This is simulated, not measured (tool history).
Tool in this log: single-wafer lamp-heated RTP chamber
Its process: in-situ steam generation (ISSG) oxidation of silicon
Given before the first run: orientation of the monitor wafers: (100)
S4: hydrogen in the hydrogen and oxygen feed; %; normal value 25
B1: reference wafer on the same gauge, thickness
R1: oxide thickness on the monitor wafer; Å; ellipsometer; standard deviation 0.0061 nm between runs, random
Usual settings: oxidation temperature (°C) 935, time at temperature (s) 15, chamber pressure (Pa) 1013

run 1 hour=0.0 | oxidation_temperature_(°C)=935 time_at_temperature_(s)=10 chamber_pressure_(Pa)=1013 S4=25 | B1=4.341 | R1=35.57
run 2 hour=12.0 | oxidation_temperature_(°C)=935 time_at_temperature_(s)=15 chamber_pressure_(Pa)=1013 S4=25 | B1=4.340 | R1=40.94
run 3 hour=25.7 | oxidation_temperature_(°C)=935 time_at_temperature_(s)=15 chamber_pressure_(Pa)=1013 S4=25 | B1=4.341 | R1=41.03
run 4 hour=70.7 | oxidation_temperature_(°C)=935 time_at_temperature_(s)=15 chamber_pressure_(Pa)=1013 S4=25 | B1=4.339 | R1=41.01
run 5 hour=86.3 | oxidation_temperature_(°C)=935 time_at_temperature_(s)=19 chamber_pressure_(Pa)=1053 S4=25 | B1=4.341 | R1=44.92
run 6 hour=100.2 | oxidation_temperature_(°C)=935 time_at_temperature_(s)=19 chamber_pressure_(Pa)=1053 S4=25 | B1=4.337 | R1=44.88
run 7 hour=115.3 | oxidation_temperature_(°C)=935 time_at_temperature_(s)=11 chamber_pressure_(Pa)=1013 S4=25 | B1=4.340 | R1=36.74
run 8 hour=122.1 | oxidation_temperature_(°C)=935 time_at_temperature_(s)=15 chamber_pressure_(Pa)=1147 S4=25 | B1=4.343 | R1=40.96
-- hour=140.3 pressure gauge zeroed
run 9 hour=140.8 | oxidation_temperature_(°C)=935 time_at_temperature_(s)=15 chamber_pressure_(Pa)=1147 S4=25 | B1=4.342 | R1=40.88
run 10 hour=157.7 | oxidation_temperature_(°C)=941 time_at_temperature_(s)=15 chamber_pressure_(Pa)=1160 S4=25 | B1=4.337 | R1=41.45
run 11 hour=174.1 | oxidation_temperature_(°C)=941 time_at_temperature_(s)=15 chamber_pressure_(Pa)=1160 S4=25 | B1=4.340 | R1=41.48
run 12 hour=183.8 | oxidation_temperature_(°C)=935 time_at_temperature_(s)=10 chamber_pressure_(Pa)=920 S4=25 | B1=4.338 | R1=35.49
run 13 hour=195.4 | oxidation_temperature_(°C)=935 time_at_temperature_(s)=15 chamber_pressure_(Pa)=1013 S4=25 | B1=4.342 | R1=41.23
run 14 hour=209.4 | oxidation_temperature_(°C)=949 time_at_temperature_(s)=13 chamber_pressure_(Pa)=1200 S4=25 | B1=4.342 | R1=40.26
-- hour=267.7 pyrometer window cleaned and pyrometer calibrated
run 15 hour=268.2 | oxidation_temperature_(°C)=955 time_at_temperature_(s)=10 chamber_pressure_(Pa)=1013 S4=25 | B1=4.340 | R1=36.61
run 16 hour=270.1 | oxidation_temperature_(°C)=935 time_at_temperature_(s)=15 chamber_pressure_(Pa)=1013 S4=29 | B1=4.339 | R1=42.07
run 17 hour=278.0 | oxidation_temperature_(°C)=941 time_at_temperature_(s)=15 chamber_pressure_(Pa)=1120 S4=16 | B1=4.342 | R1=36.79
run 18 hour=289.3 | oxidation_temperature_(°C)=922 time_at_temperature_(s)=15 chamber_pressure_(Pa)=1013 S4=25 | B1=4.338 | R1=39.26
run 19 hour=296.3 | oxidation_temperature_(°C)=935 time_at_temperature_(s)=20 chamber_pressure_(Pa)=947 S4=25 | B1=4.338 | R1=45.00
run 20 hour=303.4 | oxidation_temperature_(°C)=952 time_at_temperature_(s)=15 chamber_pressure_(Pa)=920 S4=32 | B1=4.340 | R1=45.24
-- hour=312.4 hydrogen flow controller replaced
run 21 hour=312.9 | oxidation_temperature_(°C)=935 time_at_temperature_(s)=15 chamber_pressure_(Pa)=1013 S4=20 | B1=4.340 | R1=38.14
run 22 hour=321.7 | oxidation_temperature_(°C)=929 time_at_temperature_(s)=15 chamber_pressure_(Pa)=1013 S4=25 | B1=4.342 | R1=39.78
-- hour=338.5 gauge calibrated
run 23 hour=339.7 | oxidation_temperature_(°C)=952 time_at_temperature_(s)=13 chamber_pressure_(Pa)=947 S4=25 | B1=4.339 | R1=40.10
run 24 hour=347.5 | oxidation_temperature_(°C)=935 time_at_temperature_(s)=15 chamber_pressure_(Pa)=1013 S4=25 | B1=4.337 | R1=40.54
run 25 hour=357.4 | oxidation_temperature_(°C)=935 time_at_temperature_(s)=15 chamber_pressure_(Pa)=1013 S4=15 | B1=4.339 | R1=35.79
run 26 hour=365.6 | oxidation_temperature_(°C)=935 time_at_temperature_(s)=15 chamber_pressure_(Pa)=920 S4=25 | B1=4.341 | R1=40.34
run 27 hour=408.7 | oxidation_temperature_(°C)=935 time_at_temperature_(s)=15 chamber_pressure_(Pa)=1013 S4=25 | B1=4.341 | R1=40.41
run 28 hour=419.9 | oxidation_temperature_(°C)=935 time_at_temperature_(s)=15 chamber_pressure_(Pa)=1013 S4=25 | B1=4.343 | R1=40.41
run 29 hour=436.6 | oxidation_temperature_(°C)=935 time_at_temperature_(s)=15 chamber_pressure_(Pa)=1013 S4=16 | B1=4.340 | R1=36.31
run 30 hour=443.1 | oxidation_temperature_(°C)=924 time_at_temperature_(s)=15 chamber_pressure_(Pa)=1013 S4=25 | B1=4.339 | R1=39.46
run 31 hour=458.5 | oxidation_temperature_(°C)=935 time_at_temperature_(s)=15 chamber_pressure_(Pa)=1013 S4=25 | B1=4.340 | R1=40.55

Give the tool's hidden conditions for every run:
true pressure minus gauge reading, Torr: 0 in every run
deviation of the hydrogen flow from its setpoint, %: 0 in every run
gauge reads high (%): 0 in every run
H1: true wafer temperature minus pyrometer reading, K
run=1 H1=5.95
run=2 H1=6.1
run=3 H1=6.27
run=4 H1=6.82
run=5 H1=7.01
run=6 H1=7.18
run=7 H1=7.37
run=8 H1=7.45
run=9 H1=7.68
run=10 H1=7.89
run=11 H1=8.09
run=12 H1=8.21
run=13 H1=8.35
run=14 H1=8.52
run=15 H1=0.0388
run=16 H1=0.0621
run=17 H1=0.159
run=18 H1=0.298
run=19 H1=0.383
run=20 H1=0.47
run=21 H1=0.587
run=22 H1=0.695
run=23 H1=0.915
run=24 H1=1.01
run=25 H1=1.13
run=26 H1=1.23
run=27 H1=1.76
run=28 H1=1.9
run=29 H1=2.1
run=30 H1=2.18
run=31 H1=2.37

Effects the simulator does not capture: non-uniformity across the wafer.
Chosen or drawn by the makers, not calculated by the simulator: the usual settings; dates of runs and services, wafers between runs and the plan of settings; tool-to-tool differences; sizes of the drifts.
